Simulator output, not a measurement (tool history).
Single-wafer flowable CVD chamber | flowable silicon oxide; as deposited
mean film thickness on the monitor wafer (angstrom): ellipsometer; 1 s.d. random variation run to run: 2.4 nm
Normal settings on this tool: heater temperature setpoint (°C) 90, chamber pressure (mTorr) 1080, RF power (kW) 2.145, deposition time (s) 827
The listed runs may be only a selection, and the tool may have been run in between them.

run,hour,heater temperature setpoint (°C),chamber pressure (mTorr),RF power (kW),deposition time (s),"read-back reference wafer on the same gauge, thickness_nm",mean film thickness on the monitor wafer (angstrom)
1,0,90,1080,1.965,827,815.586,9255.26
2,81.8,90,1080,1.965,827,815.393,9269.94
# hour 111.6: RF generator calibrated
3,183.5,101,1080,2.145,827,814.996,6132.19
4,278.8,90,1080,2.145,827,815.054,9383.03
5,328.6,90,1080,2.145,827,815.392,9372.68
6,434.6,90,1080,2.145,827,814.566,9371.19
7,505,90,1080,2.145,827,814.927,9359.52
8,577.9,90,1080,2.145,681,815.24,7702.75
9,619.8,90,830,2.145,980,814.963,8347.77
10,722.1,90,1080,2.325,737,815.488,8398.14
# hour 795.3: gauge calibrated
# hour 811.6: showerhead replaced
11,812.1,99,1080,1.995,710,814.744,5665.4
# hour 853.3: RF generator calibrated
12,853.8,90,1080,1.885,949,815.008,10522.75
13,916,83,920,2.485,827,815.244,10201.13
14,995.2,102,890,1.8,749,815.469,4249.11
# hour 1066.1: capacitance manometer re-zeroed and calibrated
15,1125.3,90,820,2.145,669,814.867,5641.13
16,1165.1,98,1080,2.145,827,815.288,6884.41
17,1253.6,90,1080,2.145,827,815.315,9347.37
18,1338,76,1080,2.145,682,815.143,12073.07
19,1442.1,90,1080,1.915,827,814.83,9213
20,1493.7,90,1080,2.145,827,815.12,9365.79
21,1546.9,90,1080,2.145,871,814.708,9869.73
22,1612.3,90,890,2.145,888,814.842,8145.32
23,1661.7,90,1080,2.145,827,814.892,9292.94
# hour 1736.9: RF generator calibrated
24,1761.6,101,980,2.145,969,815.028,6547.7
25,1807.2,90,1320,1.835,687,815.182,9287.91
26,1933.9,90,1080,2.145,827,815.625,9356.23
27,2022.8,90,830,2.145,980,814.998,8386.01

State the hidden condition of the tool at each of the runs:
wafer temperature above the value expected at the setpoint (K): 0 at every run
delivered RF power above the setpoint (%): 0 at every run
true pressure above the setpoint (%): 0 at every run
gauge reads high (%): 0 at every run

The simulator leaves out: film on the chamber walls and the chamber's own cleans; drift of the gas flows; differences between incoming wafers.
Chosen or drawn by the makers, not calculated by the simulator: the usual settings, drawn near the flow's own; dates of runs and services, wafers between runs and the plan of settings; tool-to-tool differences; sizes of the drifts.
